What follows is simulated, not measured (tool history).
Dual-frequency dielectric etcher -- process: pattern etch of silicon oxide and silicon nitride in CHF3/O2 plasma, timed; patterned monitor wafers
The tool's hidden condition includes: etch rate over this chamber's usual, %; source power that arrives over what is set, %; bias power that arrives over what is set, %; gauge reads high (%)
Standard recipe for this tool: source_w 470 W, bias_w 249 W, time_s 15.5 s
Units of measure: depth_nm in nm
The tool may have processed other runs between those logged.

run    hour  source_w  bias_w  time_s  wafers since the last listed run  hours since the last wet clean  hours since the last source power generator calibration  hours since the last bias power generator calibration  hours since the last upper electrode change  hours since the gauge calibration  read-back reference wafer on the same gauge, depth_nm  depth_nm
  1     0.0       470     249    15.5                                 0                             0.5                                                   4244.7                                                 3625.6                                       2286.0                             1210.3                                                  24.10     21.12
  2    60.0       470     249    15.5                              1263                            60.5                                                   4304.7                                                 3685.6                                       2346.0                             1270.3                                                  24.10     21.21
  3   162.5       470     249    15.5                              2159                           163.0                                                   4407.2                                                 3788.1                                       2448.5                             1372.8                                                  24.10     21.24
  4   241.0       470     249    15.5                              1653                           241.5                                                   4485.7                                                 3866.6                                       2527.0                             1451.3                                                  24.08     21.06
  5   324.4       470     226    18.5                              1756                           324.9                                                   4569.1                                                 3950.0                                       2610.4                             1534.7                                                  24.08     24.17
  6   363.8       470     226    18.5                               830                           364.3                                                   4608.5                                                 3989.4                                       2649.8                             1574.1                                                  24.10     24.25
      534.7  -- source power generator calibrated
  7   573.8       470     226    18.5                              4339                           574.3                                                     39.1                                                 4199.4                                       2859.8                             1784.1                                                  24.09     24.80
      705.8  -- wet clean of the chamber
  8   775.8       470     249    15.5                              3749                            70.0                                                    241.1                                                 4401.4                                       3061.8                             1986.1                                                  24.08     21.54
  9   875.3       470     249    15.5                              2096                           169.5                                                    340.6                                                 4500.9                                       3161.3                             2085.6                                                  24.09     21.46
 10   955.1       470     249    15.5                              1681                           249.3                                                    420.4                                                 4580.7                                       3241.1                             2165.4                                                  24.10     21.56
 11  1033.6       470     249    15.5                              1653                           327.8                                                    498.9                                                 4659.2                                       3319.6                             2243.9                                                  24.09     21.37
 12  1101.0       350     232    20.0                              1419                           395.2                                                    566.3                                                 4726.6                                       3387.0                             2311.3                                                  24.10     22.84
     1124.6  -- gauge calibrated
 13  1169.1       470     249    15.5                              1434                           463.3                                                    634.4                                                 4794.7                                       3455.1                               44.5                                                  24.10     21.48
 14  1221.5       420     222    18.0                              1103                           515.7                                                    686.8                                                 4847.1                                       3507.5                               96.9                                                  24.12     22.36
     1250.9  -- bias power generator calibrated
 15  1318.2       470     269    15.5                              1952                           612.4                                                    783.5                                                   67.3                                       3604.2                              193.6                                                  24.11     21.72
     1413.0  -- wet clean of the chamber
 16  1413.5       470     310    17.0                              1502                             0.5                                                    878.8                                                  162.6                                       3699.5                              288.9                                                  24.12     25.12
 17  1461.1       470     249    15.5                              1002                            48.1                                                    926.4                                                  210.2                                       3747.1                              336.5                                                  24.09     21.12
     1525.3  -- upper electrode replaced
 18  1525.8       470     211    15.5                               857                           112.8                                                    991.1                                                  274.9                                          0.5                              401.2                                                  24.11     19.81
 19  1571.4       470     249    16.5                               960                           158.4                                                   1036.7                                                  320.5                                         46.1                              446.8                                                  24.08     22.38
 20  1677.3       510     249    15.5                              2230                           264.3                                                   1142.6                                                  426.4                                        152.0                              552.7                                                  24.11     21.93
 21  1770.7       530     208    20.0                              1967                           357.7                                                   1236.0                                                  519.8                                        245.4                              646.1                                                  24.08     26.96
 22  2054.0       470     285    15.5                              5968                           641.0                                                   1519.3                                                  803.1                                        528.7                              929.4                                                  24.10     22.20
     2146.1  -- wet clean of the chamber
 23  2146.8       470     249    15.5                              1449                             0.7                                                   1612.1                                                  895.9                                        621.5                             1022.2                                                  24.09     21.02
 24  2251.1       470     249    19.0                              2197                           105.0                                                   1716.4                                                 1000.2                                        725.8                             1126.5                                                  24.10     25.98
 25  2312.7       520     307    17.0                              1297                           166.6                                                   1778.0                                                 1061.8                                        787.4                             1188.1                                                  24.10     26.59
 26  2391.6       470     189    14.0                              1662                           245.5                                                   1856.9                                                 1140.7                                        866.3                             1267.0                                                  24.11     17.09
 27  2442.8       470     249    12.0                              1078                           296.7                                                   1908.1                                                 1191.9                                        917.5                             1318.2                                                  24.09     16.38
 28  2487.2       410     199    12.0                               935                           341.1                                                   1952.5                                                 1236.3                                        961.9                             1362.6                                                  24.09     13.89

Each row is a separate what-if for the run after 28, all from the same tool condition, not one after another. Results?
  A  2487.6       470     249    15.5                                 8                           341.5                                                   1952.9                                                 1236.7                                        962.3                             1363.0                                                      ?         ?
  B  2487.6       350     296    15.5                                 8                           341.5                                                   1952.9                                                 1236.7                                        962.3                             1363.0                                                      ?         ?
  C  2487.6       360     205    18.5                                 8                           341.5                                                   1952.9                                                 1236.7                                        962.3                             1363.0                                                      ?         ?
  D  2487.6       470     213    17.5                                 8                           341.5                                                   1952.9                                                 1236.7                                        962.3                             1363.0                                                      ?         ?
  E  2487.6       570     220    17.5                                 8                           341.5                                                   1952.9                                                 1236.7                                        962.3                             1363.0                                                      ?         ?

run  read-back reference wafer on the same gauge, depth_nm  depth_nm
  A                                                  24.12     21.09
  B                                                  24.12     19.28
  C                                                  24.12     20.07
  D                                                  24.12     22.35
  E                                                  24.12     24.97
The same runs, with their run-to-run variation unchanged, on a tool lacking any hidden condition would have given:
run  depth_nm
  A     21.21
  B     19.37
  C     20.19
  D     22.50
  E     25.14

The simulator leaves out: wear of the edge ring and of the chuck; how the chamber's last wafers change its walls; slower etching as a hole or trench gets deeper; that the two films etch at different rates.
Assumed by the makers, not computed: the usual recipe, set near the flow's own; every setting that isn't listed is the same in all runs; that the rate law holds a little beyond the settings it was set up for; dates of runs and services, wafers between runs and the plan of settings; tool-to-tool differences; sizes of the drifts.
